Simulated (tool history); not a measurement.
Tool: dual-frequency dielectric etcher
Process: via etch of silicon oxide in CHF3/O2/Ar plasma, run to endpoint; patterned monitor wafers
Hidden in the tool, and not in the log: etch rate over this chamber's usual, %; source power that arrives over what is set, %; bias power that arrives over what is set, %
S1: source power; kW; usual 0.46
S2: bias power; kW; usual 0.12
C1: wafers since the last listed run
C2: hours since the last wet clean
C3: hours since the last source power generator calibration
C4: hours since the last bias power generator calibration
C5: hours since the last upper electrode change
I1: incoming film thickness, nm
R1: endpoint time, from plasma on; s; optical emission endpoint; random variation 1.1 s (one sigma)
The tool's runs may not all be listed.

run     day    S1     S2   C1     C2      C3      C4      C5     I1     R1
  1       0  0.46  0.103    0  271.7  2313.1  2491.4  5887.3  550.4  393.6
  2   0.688  0.46   0.12  105  288.2  2329.6  2507.9  5903.8  550.3  363.5
  3   0.975  0.46   0.12   44  295.1  2336.5  2514.8  5910.7  546.6  361.1
  4   1.488   0.4   0.12   78  307.4  2348.8  2527.1    5923    545  377.3
  5   1.979  0.46   0.12   75  319.2  2360.6  2538.9  5934.8  550.6  367.3
  6   2.579  0.38   0.12   91  333.6    2375  2553.3  5949.2  546.3  386.8
  7   2.971  0.39   0.12   60    343  2384.4  2562.7  5958.6  554.4  387.9
  8   3.308  0.39   0.12   51  351.1  2392.5  2570.8  5966.7  544.6    383
  9   3.992  0.39   0.12  104  367.5  2408.9  2587.2  5983.1  548.7  384.2
      5.496  -- bias power generator calibrated
 10   6.079  0.46   0.12  294  417.6    2459      14  6033.2  548.3  368.2
 11   6.642  0.46   0.12   86  431.1  2472.5    27.5  6046.7  551.4  369.3
 12   6.896  0.46   0.12   38  437.2  2478.6    33.6  6052.8  550.1  369.9
 13   7.554  0.46   0.12  100    453  2494.4    49.4  6068.6  550.8  373.3
 14   7.838  0.46   0.12   43  459.8  2501.2    56.2  6075.4  545.2  367.1
      9.046  -- wet clean of the chamber
 15   9.067  0.46   0.12   35    0.5  2530.7    85.7  6104.9  548.2  350.8
 16    9.15  0.37   0.12   12    2.5  2532.7    87.7  6106.9  551.7  379.5
     10.592  -- upper electrode replaced
 17  10.612  0.46   0.12   70   37.6  2567.8   122.8     0.5  547.1  352.2
 18  10.629  0.46   0.12    2     38  2568.2   123.2     0.9  552.5  355.4
 19  10.904  0.43  0.105   42   44.6  2574.8   129.8     7.5  555.6  390.9
 20  11.292  0.46  0.093   59   53.9  2584.1   139.1    16.8  547.4    397
 21  11.996  0.46  0.139  107   70.8    2601     156    33.7  547.3  331.1
     12.171  -- source power generator calibrated
 22  12.692  0.57   0.12   81   87.5    12.5   172.7    50.4  550.1  331.1
 23  13.392  0.37   0.09  107  104.3    29.3   189.5    67.2  554.7  442.9
 24  13.904  0.38  0.148   78  116.6    41.6   201.8    79.5  549.7  342.9
 25  14.579  0.39  0.145  103  132.8    57.8     218    95.7  544.2  341.1
 26  15.188  0.58  0.094   93  147.4    72.4   232.6   110.3  554.5  375.9
 27  15.829  0.46   0.12   98  162.8    87.8     248   125.7  551.3  360.1
 28  16.242  0.41  0.107   63  172.7    97.7   257.9   135.6  545.3  388.7
 29  16.675  0.46  0.144   66  183.1   108.1   268.3     146    547  326.3
 30  17.021  0.46   0.12   52  191.4   116.4   276.6   154.3  546.8  356.8

Forecast each of these 5 alternatives for the next run:
  A  17.042  0.46   0.14   3  191.9  116.9  277.1  154.8  544.7   ?
  B  17.042  0.35  0.143   3  191.9  116.9  277.1  154.8  544.7   ?
  C  17.042  0.41  0.109   3  191.9  116.9  277.1  154.8  544.7   ?
  D  17.042  0.52  0.146   3  191.9  116.9  277.1  154.8  544.7   ?
  E  17.042  0.42  0.142   3  191.9  116.9  277.1  154.8  544.7   ?

run     R1
  A  329.6
  B    355
  C  385.3
  D  310.8
  E  336.9
Without the tool's hidden state the same runs would have given:
run     R1
  A  324.7
  B  349.7
  C  379.6
  D  306.2
  E  331.9
